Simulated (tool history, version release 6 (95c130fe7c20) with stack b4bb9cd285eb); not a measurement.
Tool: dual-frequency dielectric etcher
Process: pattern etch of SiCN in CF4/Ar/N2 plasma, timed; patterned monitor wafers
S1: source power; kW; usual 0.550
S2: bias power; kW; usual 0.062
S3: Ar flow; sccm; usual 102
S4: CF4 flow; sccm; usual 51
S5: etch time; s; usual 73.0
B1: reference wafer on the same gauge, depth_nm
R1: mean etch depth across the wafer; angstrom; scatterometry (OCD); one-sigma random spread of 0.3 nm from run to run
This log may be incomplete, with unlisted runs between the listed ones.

run,day,S1,S2,S3,S4,S5,B1,R1
1,0.000,0.690,0.056,102,45,73.0,68.9,698
2,0.592,0.550,0.062,115,48,73.0,68.8,681
3,1.138,0.550,0.062,102,51,82.5,68.9,795
4,1.792,0.660,0.052,102,41,73.0,68.9,637
5,2.162,0.620,0.062,102,57,73.0,68.9,750
# day 4.379: wet clean of the chamber
6,4.400,0.550,0.062,115,48,73.0,69.0,688
# day 4.775: Ar flow controller replaced
7,4.796,0.550,0.047,102,61,73.0,68.8,598
8,5.021,0.620,0.062,102,51,73.0,69.0,749
9,5.442,0.630,0.062,102,51,59.5,68.8,616
# day 5.879: bias power generator calibrated
# day 6.233: source power generator calibrated
10,6.254,0.550,0.062,102,47,53.5,68.9,515
11,6.671,0.550,0.062,117,51,73.0,68.8,688
12,8.071,0.550,0.067,102,51,73.0,68.9,749
13,8.558,0.550,0.062,102,51,73.0,68.8,708
14,10.604,0.420,0.062,102,51,73.0,68.9,643
15,11.142,0.630,0.062,113,48,62.0,68.9,619
16,11.700,0.550,0.062,87,51,56.0,69.0,561
17,12.417,0.550,0.074,102,51,58.5,69.0,639
18,12.904,0.590,0.069,102,51,73.0,69.0,775
19,13.596,0.510,0.062,102,51,73.0,68.9,685
20,13.912,0.480,0.058,102,47,93.5,68.9,810
21,14.508,0.670,0.062,102,47,64.5,68.9,666
# day 15.100: gauge calibrated
22,15.167,0.550,0.062,102,51,73.0,69.0,703

State the hidden condition of the tool at each of the runs:
source power that arrives over what is set, %: 0 in every run
bias power that arrives over what is set, %: 0 in every run
Ar flow that arrives over what is set, %: 0 in every run
CF4 flow that arrives over what is set, %: 0 in every run
gauge reads high (%): 0 in every run
H1: etch rate over this chamber's usual, %
run,H1
1,-1.41
2,-1.46
3,-1.51
4,-1.56
5,-1.59
6,0.322
7,0.29
8,0.271
9,0.237
10,0.171
11,0.137
12,0.0222
13,-0.0177
14,-0.185
15,-0.229
16,-0.274
17,-0.333
18,-0.373
19,-0.429
20,-0.455
21,-0.504
22,-0.558
